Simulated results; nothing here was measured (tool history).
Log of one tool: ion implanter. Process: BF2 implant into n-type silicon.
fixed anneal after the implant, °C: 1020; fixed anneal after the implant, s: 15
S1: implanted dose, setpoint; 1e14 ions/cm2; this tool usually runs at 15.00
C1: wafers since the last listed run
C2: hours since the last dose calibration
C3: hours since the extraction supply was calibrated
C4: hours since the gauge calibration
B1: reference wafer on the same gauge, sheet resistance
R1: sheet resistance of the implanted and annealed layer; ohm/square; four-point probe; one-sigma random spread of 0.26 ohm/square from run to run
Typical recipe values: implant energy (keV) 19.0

{"run": 1, "day": 0.0, "S1": 15.0, "implant energy (keV)": 19.0, "C1": 0, "C2": 1383.3, "C3": 4678.6, "C4": 836.4, "B1": 197.04, "R1": 164.07}
{"run": 2, "day": 4.221, "S1": 15.0, "implant energy (keV)": 19.0, "C1": 2482, "C2": 1484.6, "C3": 4779.9, "C4": 937.7, "B1": 197.0, "R1": 163.86}
{"day": 7.138, "done": "Faraday cup replaced and dose calibrated"}
{"run": 3, "day": 7.158, "S1": 15.0, "implant energy (keV)": 14.0, "C1": 1531, "C2": 0.5, "C3": 4850.4, "C4": 1008.2, "B1": 196.95, "R1": 185.63}
{"run": 4, "day": 8.867, "S1": 15.0, "implant energy (keV)": 14.0, "C1": 1004, "C2": 41.5, "C3": 4891.4, "C4": 1049.2, "B1": 196.96, "R1": 186.41}
{"run": 5, "day": 10.812, "S1": 15.0, "implant energy (keV)": 19.0, "C1": 1144, "C2": 88.2, "C3": 4938.1, "C4": 1095.9, "B1": 197.1, "R1": 165.16}
{"run": 6, "day": 14.888, "S1": 15.0, "implant energy (keV)": 19.0, "C1": 2396, "C2": 186.0, "C3": 5035.9, "C4": 1193.7, "B1": 196.99, "R1": 165.17}
{"run": 7, "day": 17.067, "S1": 15.0, "implant energy (keV)": 19.0, "C1": 1281, "C2": 238.3, "C3": 5088.2, "C4": 1246.0, "B1": 196.98, "R1": 164.77}
{"run": 8, "day": 19.029, "S1": 15.0, "implant energy (keV)": 19.0, "C1": 1154, "C2": 285.4, "C3": 5135.3, "C4": 1293.1, "B1": 197.04, "R1": 164.95}
{"run": 9, "day": 21.796, "S1": 15.0, "implant energy (keV)": 19.0, "C1": 1627, "C2": 351.8, "C3": 5201.7, "C4": 1359.5, "B1": 196.92, "R1": 165.32}
{"run": 10, "day": 24.192, "S1": 15.0, "implant energy (keV)": 16.0, "C1": 1409, "C2": 409.3, "C3": 5259.2, "C4": 1417.0, "B1": 197.03, "R1": 176.83}
{"run": 11, "day": 27.175, "S1": 15.0, "implant energy (keV)": 16.0, "C1": 1754, "C2": 480.9, "C3": 5330.8, "C4": 1488.6, "B1": 197.07, "R1": 176.87}
{"run": 12, "day": 28.888, "S1": 15.0, "implant energy (keV)": 16.0, "C1": 1007, "C2": 522.0, "C3": 5371.9, "C4": 1529.7, "B1": 196.88, "R1": 176.98}
{"run": 13, "day": 31.242, "S1": 15.0, "implant energy (keV)": 17.0, "C1": 1384, "C2": 578.5, "C3": 5428.4, "C4": 1586.2, "B1": 197.01, "R1": 172.17}
{"run": 14, "day": 43.208, "S1": 15.0, "implant energy (keV)": 17.0, "C1": 7037, "C2": 865.7, "C3": 5715.6, "C4": 1873.4, "B1": 197.02, "R1": 172.33}
{"run": 15, "day": 44.717, "S1": 17.74, "implant energy (keV)": 19.0, "C1": 887, "C2": 901.9, "C3": 5751.8, "C4": 1909.6, "B1": 197.02, "R1": 160.85}
{"run": 16, "day": 48.2, "S1": 17.74, "implant energy (keV)": 19.0, "C1": 2048, "C2": 985.5, "C3": 5835.4, "C4": 1993.2, "B1": 196.96, "R1": 160.75}
{"run": 17, "day": 55.5, "S1": 11.43, "implant energy (keV)": 19.0, "C1": 4293, "C2": 1160.7, "C3": 6010.6, "C4": 2168.4, "B1": 196.98, "R1": 174.51}
{"run": 18, "day": 59.4, "S1": 15.0, "implant energy (keV)": 19.0, "C1": 2293, "C2": 1254.3, "C3": 6104.2, "C4": 2262.0, "B1": 196.97, "R1": 163.83}
{"day": 60.188, "done": "extraction supply calibrated"}
{"run": 19, "day": 62.608, "S1": 16.85, "implant energy (keV)": 16.0, "C1": 1690, "C2": 1331.3, "C3": 58.1, "C4": 2339.0, "B1": 196.94, "R1": 173.1}
{"run": 20, "day": 66.138, "S1": 15.0, "implant energy (keV)": 19.0, "C1": 2075, "C2": 1416.0, "C3": 142.8, "C4": 2423.7, "B1": 197.05, "R1": 163.85}
{"run": 21, "day": 68.033, "S1": 15.0, "implant energy (keV)": 19.0, "C1": 1114, "C2": 1461.5, "C3": 188.3, "C4": 2469.2, "B1": 196.99, "R1": 164.54}
{"day": 70.7, "done": "gauge calibrated"}
{"run": 22, "day": 71.9, "S1": 18.05, "implant energy (keV)": 21.5, "C1": 2274, "C2": 1554.3, "C3": 281.1, "C4": 28.8, "B1": 196.91, "R1": 151.77}
{"run": 23, "day": 74.792, "S1": 19.04, "implant energy (keV)": 19.0, "C1": 1700, "C2": 1623.7, "C3": 350.5, "C4": 98.2, "B1": 196.96, "R1": 159.44}
{"run": 24, "day": 77.612, "S1": 16.82, "implant energy (keV)": 22.5, "C1": 1658, "C2": 1691.4, "C3": 418.2, "C4": 165.9, "B1": 197.01, "R1": 149.46}
{"day": 78.138, "done": "Faraday cup replaced and dose calibrated"}
{"run": 25, "day": 81.75, "S1": 12.48, "implant energy (keV)": 25.0, "C1": 2237, "C2": 86.7, "C3": 517.5, "C4": 265.2, "B1": 196.92, "R1": 150.01}
{"run": 26, "day": 84.75, "S1": 13.1, "implant energy (keV)": 22.5, "C1": 1764, "C2": 158.7, "C3": 589.5, "C4": 337.2, "B1": 197.03, "R1": 155.3}
{"run": 27, "day": 88.554, "S1": 15.0, "implant energy (keV)": 19.0, "C1": 2237, "C2": 250.0, "C3": 680.8, "C4": 428.5, "B1": 197.04, "R1": 163.66}
{"run": 28, "day": 90.629, "S1": 13.14, "implant energy (keV)": 19.0, "C1": 1220, "C2": 299.8, "C3": 730.6, "C4": 478.3, "B1": 197.03, "R1": 166.72}
{"run": 29, "day": 92.321, "S1": 18.04, "implant energy (keV)": 23.0, "C1": 994, "C2": 340.4, "C3": 771.2, "C4": 518.9, "B1": 197.06, "R1": 146.97}
{"run": 30, "day": 95.904, "S1": 17.5, "implant energy (keV)": 15.5, "C1": 2107, "C2": 426.4, "C3": 857.2, "C4": 604.9, "B1": 197.04, "R1": 174.13}
{"run": 31, "day": 98.058, "S1": 15.0, "implant energy (keV)": 19.0, "C1": 1266, "C2": 478.1, "C3": 908.9, "C4": 656.6, "B1": 196.97, "R1": 163.04}
{"run": 32, "day": 102.304, "S1": 16.66, "implant energy (keV)": 20.5, "C1": 2497, "C2": 580.0, "C3": 1010.8, "C4": 758.5, "B1": 197.03, "R1": 155.78}
{"run": 33, "day": 104.158, "S1": 19.37, "implant energy (keV)": 16.5, "C1": 1090, "C2": 624.5, "C3": 1055.3, "C4": 803.0, "B1": 196.94, "R1": 167.8}
{"run": 34, "day": 106.171, "S1": 15.0, "implant energy (keV)": 19.0, "C1": 1183, "C2": 672.8, "C3": 1103.6, "C4": 851.3, "B1": 197.01, "R1": 163.23}
{"day": 108.138, "done": "Faraday cup replaced and dose calibrated, repeated, since the last time left the tool worse"}
{"run": 35, "day": 109.867, "S1": 13.1, "implant energy (keV)": 22.5, "C1": 1977, "C2": 41.5, "C3": 1192.3, "C4": 940.0, "B1": 196.92, "R1": 157.53}
{"run": 36, "day": 113.133, "S1": 15.0, "implant energy (keV)": 19.0, "C1": 1921, "C2": 119.9, "C3": 1270.7, "C4": 1018.4, "B1": 197.05, "R1": 165.11}
{"run": 37, "day": 117.558, "S1": 15.0, "implant energy (keV)": 15.0, "C1": 2602, "C2": 226.1, "C3": 1376.9, "C4": 1124.6, "B1": 196.98, "R1": 180.43}
{"run": 38, "day": 121.55, "S1": 15.0, "implant energy (keV)": 24.5, "C1": 2347, "C2": 321.9, "C3": 1472.7, "C4": 1220.4, "B1": 196.92, "R1": 147.14}

For each run, the measured value with the value that run would have given without the tool's hidden condition subtracted. The run-to-run variation is shared by both, the gauge scatter possibly not:
Hidden state at play: deviation of the true dose from the Faraday cup's reading, %; deviation of the true energy from its setpoint, %; gauge reads high (%).
run=1 R1=-0.60
run=2 R1=-0.70
run=3 R1=+0.24
run=4 R1=+0.24
run=5 R1=+0.22
run=6 R1=+0.21
run=7 R1=+0.20
run=8 R1=+0.20
run=9 R1=+0.18
run=10 R1=+0.16
run=11 R1=+0.14
run=12 R1=+0.13
run=13 R1=+0.10
run=14 R1=-0.05
run=15 R1=-0.05
run=16 R1=-0.08
run=17 R1=-0.48
run=18 R1=-0.32
run=19 R1=-0.31
run=20 R1=-0.48
run=21 R1=-0.51
run=22 R1=-0.36
run=23 R1=-0.37
run=24 R1=-0.53
run=25 R1=-2.33
run=26 R1=-2.05
run=27 R1=-1.50
run=28 R1=-2.08
run=29 R1=-0.87
run=30 R1=-1.12
run=31 R1=-1.54
run=32 R1=-1.18
run=33 R1=-0.91
run=34 R1=-1.61
run=35 R1=+0.19
run=36 R1=+0.13
run=37 R1=+0.13
run=38 R1=+0.10
